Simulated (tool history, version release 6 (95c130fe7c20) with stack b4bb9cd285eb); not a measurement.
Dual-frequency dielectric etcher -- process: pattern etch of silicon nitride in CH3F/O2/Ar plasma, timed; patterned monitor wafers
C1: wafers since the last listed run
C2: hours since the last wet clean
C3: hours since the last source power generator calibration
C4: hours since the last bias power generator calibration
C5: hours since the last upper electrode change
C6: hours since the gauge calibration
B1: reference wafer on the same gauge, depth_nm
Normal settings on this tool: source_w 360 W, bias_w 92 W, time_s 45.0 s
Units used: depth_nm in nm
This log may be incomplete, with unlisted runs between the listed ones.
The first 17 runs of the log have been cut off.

Run 18, hour 238.7: usual settings but bias_w 100 W; C1 96; C2 153.9; C3 136.8; C4 43.6; C5 28.5; C6 53.3; B1 30.47. Result: depth_nm 31.87 nm.
Run 19, hour 251.7: usual settings but bias_w 108 W; C1 134; C2 166.9; C3 149.8; C4 56.6; C5 41.5; C6 66.3; B1 30.47. Result: depth_nm 32.41 nm.
Run 20, hour 260.3: usual settings; C1 88; C2 175.5; C3 158.4; C4 65.2; C5 50.1; C6 74.9; B1 30.46. Result: depth_nm 31.39 nm.
Run 21, hour 277.8: usual settings but source_w 320 W, bias_w 80 W; C1 180; C2 193.0; C3 175.9; C4 82.7; C5 67.6; C6 92.4; B1 30.45. Result: depth_nm 29.64 nm.
Run 22, hour 287.6: usual settings; C1 101; C2 202.8; C3 185.7; C4 92.5; C5 77.4; C6 102.2; B1 30.49. Result: depth_nm 31.11 nm.
Run 23, hour 294.2: usual settings but source_w 270 W, bias_w 82 W; C1 68; C2 209.4; C3 192.3; C4 99.1; C5 84.0; C6 108.8; B1 30.52. Result: depth_nm 28.45 nm.
Run 24, hour 309.1: usual settings; C1 153; C2 224.3; C3 207.2; C4 114.0; C5 98.9; C6 123.7; B1 30.49. Result: depth_nm 31.35 nm.
Run 25, hour 316.9: usual settings but source_w 330 W, bias_w 102 W; C1 80; C2 232.1; C3 215.0; C4 121.8; C5 106.7; C6 131.5; B1 30.46. Result: depth_nm 31.09 nm.
Run 26, hour 325.8: usual settings but bias_w 77 W, time_s 38.0 s; C1 91; C2 241.0; C3 223.9; C4 130.7; C5 115.6; C6 140.4; B1 30.52. Result: depth_nm 25.53 nm.
Run 27, hour 342.3: usual settings but bias_w 102 W, time_s 57.5 s; C1 170; C2 257.5; C3 240.4; C4 147.2; C5 132.1; C6 156.9; B1 30.49. Result: depth_nm 40.51 nm.
Run 28, hour 352.6: usual settings but source_w 300 W, time_s 34.0 s; C1 106; C2 267.8; C3 250.7; C4 157.5; C5 142.4; C6 167.2; B1 30.51. Result: depth_nm 22.34 nm.
Run 29, hour 370.4: usual settings but source_w 440 W, bias_w 78 W; C1 183; C2 285.6; C3 268.5; C4 175.3; C5 160.2; C6 185.0; B1 30.48. Result: depth_nm 32.17 nm.
Run 30, hour 377.2: usual settings but source_w 390 W, bias_w 79 W; C1 70; C2 292.4; C3 275.3; C4 182.1; C5 167.0; C6 191.8; B1 30.47. Result: depth_nm 31.21 nm.
Run 31, hour 393.4: usual settings; C1 167; C2 308.6; C3 291.5; C4 198.3; C5 183.2; C6 208.0; B1 30.52. Result: depth_nm 31.19 nm.

What if the next run were any one of these 3? Each begins from the tool's condition after run 31:
Run A, hour 393.8: usual settings; C1 4; C2 309.0; C3 291.9; C4 198.7; C5 183.6; C6 208.4; B1 ?. Result: depth_nm ?.
Run B, hour 393.8: usual settings but source_w 300 W, bias_w 72 W, time_s 48.5 s; C1 4; C2 309.0; C3 291.9; C4 198.7; C5 183.6; C6 208.4; B1 ?. Result: depth_nm ?.
Run C, hour 393.8: usual settings but bias_w 112 W; C1 4; C2 309.0; C3 291.9; C4 198.7; C5 183.6; C6 208.4; B1 ?. Result: depth_nm ?.

run     B1  depth_nm
  A  30.48     31.26
  B  30.48     30.75
  C  30.48     32.40
With the hidden condition removed and each run's random variation left untouched, the same runs would have given:
run  depth_nm
  A     31.46
  B     30.95
  C     32.62
